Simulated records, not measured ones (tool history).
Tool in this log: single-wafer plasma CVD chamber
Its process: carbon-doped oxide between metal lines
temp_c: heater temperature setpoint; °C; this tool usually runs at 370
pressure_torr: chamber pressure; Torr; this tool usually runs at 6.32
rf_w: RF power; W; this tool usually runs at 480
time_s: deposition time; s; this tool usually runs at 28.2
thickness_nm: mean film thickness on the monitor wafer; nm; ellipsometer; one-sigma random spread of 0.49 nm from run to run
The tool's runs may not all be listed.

run	hour	temp_c	pressure_torr	rf_w	time_s	read-back reference wafer on the same gauge, thickness_nm	thickness_nm
1	0.0	370	6.32	480	28.2	119.912	137.324
2	91.0	370	6.32	480	28.2	119.970	136.467
3	172.1	378	6.32	480	28.2	119.925	133.742
4	211.6	378	6.32	480	28.2	119.965	132.971
5	269.3	370	5.53	480	28.2	120.005	134.389
6	475.7	370	5.53	480	28.2	120.105	133.556
7	539.0	370	5.53	480	28.2	119.788	133.155
8	624.6	370	6.32	480	28.2	119.975	134.942
9	668.6	370	6.32	480	28.2	120.086	135.671
# hour 704.7: RF generator calibrated
10	739.4	379	6.32	480	27.0	120.215	130.957
# hour 793.3: capacitance manometer re-zeroed and calibrated
11	899.3	370	6.32	480	28.2	120.078	138.689
12	946.1	370	6.32	480	28.2	120.039	139.014
# hour 957.4: gauge calibrated
13	1027.1	370	6.32	480	26.6	119.966	131.114
# hour 1105.6: thermocouple changed; heater temperature recalibrated
14	1106.1	356	6.32	385	28.2	119.966	129.091
15	1149.7	358	7.41	425	26.2	119.935	126.364
# hour 1244.4: showerhead replaced
16	1244.9	370	6.32	480	28.2	119.989	138.337
17	1283.6	363	6.32	520	29.8	119.813	153.689
18	1344.1	375	5.06	410	30.5	119.939	132.004
19	1445.8	385	5.78	415	28.2	119.970	122.954
20	1509.9	370	6.32	480	28.2	119.980	137.442
21	1589.8	370	6.32	545	28.2	119.827	145.578
22	1696.6	365	7.55	480	26.6	119.977	133.383
23	1773.2	370	6.32	530	28.2	119.871	143.098

Alternative continuations, all from the tool just after run 23; predict every row:
A	1773.6	370	6.32	480	28.2	?	?
B	1773.6	366	7.61	480	28.2	?	?
C	1773.6	366	5.67	560	24.3	?	?

run	read-back reference wafer on the same gauge, thickness_nm	thickness_nm
A	120.031	137.149
B	120.031	140.573
C	120.031	126.956
Without the tool's hidden state the same runs would have given:
run	thickness_nm
A	139.368
B	142.849
C	128.972

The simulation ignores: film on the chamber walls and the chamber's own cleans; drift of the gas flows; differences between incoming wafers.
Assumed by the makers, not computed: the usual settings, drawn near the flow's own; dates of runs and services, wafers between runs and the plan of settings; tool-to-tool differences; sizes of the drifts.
